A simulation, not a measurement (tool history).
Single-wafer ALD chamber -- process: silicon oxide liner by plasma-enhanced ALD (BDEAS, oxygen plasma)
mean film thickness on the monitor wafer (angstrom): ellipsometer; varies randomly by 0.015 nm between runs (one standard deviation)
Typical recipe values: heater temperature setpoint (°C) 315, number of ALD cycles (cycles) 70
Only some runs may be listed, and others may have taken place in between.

| run | day | heater temperature setpoint (°C) | number of ALD cycles (cycles) | read-back reference wafer on the same gauge, thickness_nm | mean film thickness on the monitor wafer (angstrom) |
|---|---|---|---|---|---|
| 1 | 0 | 315 | 67 | 6.14 | 57.53 |
| 2 | 0.804 | 323 | 67 | 6.138 | 56.66 |
| 3 | 1.896 | 315 | 70 | 6.138 | 59.55 |
| 4 | 3.142 | 315 | 70 | 6.139 | 60.01 |
| 5 | 4.354 | 315 | 70 | 6.138 | 60.1 |
| 6 | 5.346 | 322 | 70 | 6.139 | 59.19 |
| 7 | 6.304 | 322 | 70 | 6.139 | 59.46 |
| 8 | 7.225 | 315 | 70 | 6.139 | 60.04 |
| 9 | 8.229 | 315 | 70 | 6.139 | 59.57 |
| 10 | 8.804 | 315 | 70 | 6.14 | 59.99 |
| 11 | 9.746 | 315 | 70 | 6.139 | 60.15 |
| 12 | 10.304 | 315 | 70 | 6.145 | 59.48 |
| 13 | 11.346 | 325 | 65 | 6.139 | 54.85 |
| 14 | 12.633 | 304 | 60 | 6.142 | 52.12 |
| 15 | 14.092 | 322 | 70 | 6.14 | 59.35 |
| 16 | 14.725 | 315 | 70 | 6.141 | 59.94 |
|  | 15.05 | gauge calibrated |
| 17 | 16.15 | 325 | 83 | 6.141 | 69.8 |
| 18 | 17.15 | 315 | 70 | 6.139 | 59.85 |
| 19 | 18.108 | 309 | 83 | 6.138 | 71.51 |
|  | 19.688 | thermocouple changed; heater temperature recalibrated |
| 20 | 19.708 | 323 | 78 | 6.14 | 65.61 |
| 21 | 22.808 | 305 | 59 | 6.138 | 51.09 |
| 22 | 23.996 | 308 | 70 | 6.144 | 60.72 |
| 23 | 24.804 | 315 | 70 | 6.142 | 59.95 |
| 24 | 25.862 | 330 | 59 | 6.141 | 49.41 |
| 25 | 26.938 | 325 | 60 | 6.139 | 50.46 |

Each row is a separate what-if for the run after 25, all from the same tool condition, not one after another. Results?
| A | 26.958 | 325 | 70 | ? | ? |
| B | 26.958 | 305 | 70 | ? | ? |
| C | 26.958 | 311 | 61 | ? | ? |

| run | read-back reference wafer on the same gauge, thickness_nm | mean film thickness on the monitor wafer (angstrom) |
|---|---|---|
| A | 6.14 | 59.05 |
| B | 6.14 | 60.82 |
| C | 6.14 | 52.54 |
What these runs would have given with no unlogged condition in the tool:
| run | mean film thickness on the monitor wafer (angstrom) |
|---|---|
| A | 59.05 |
| B | 60.82 |
| C | 52.54 |
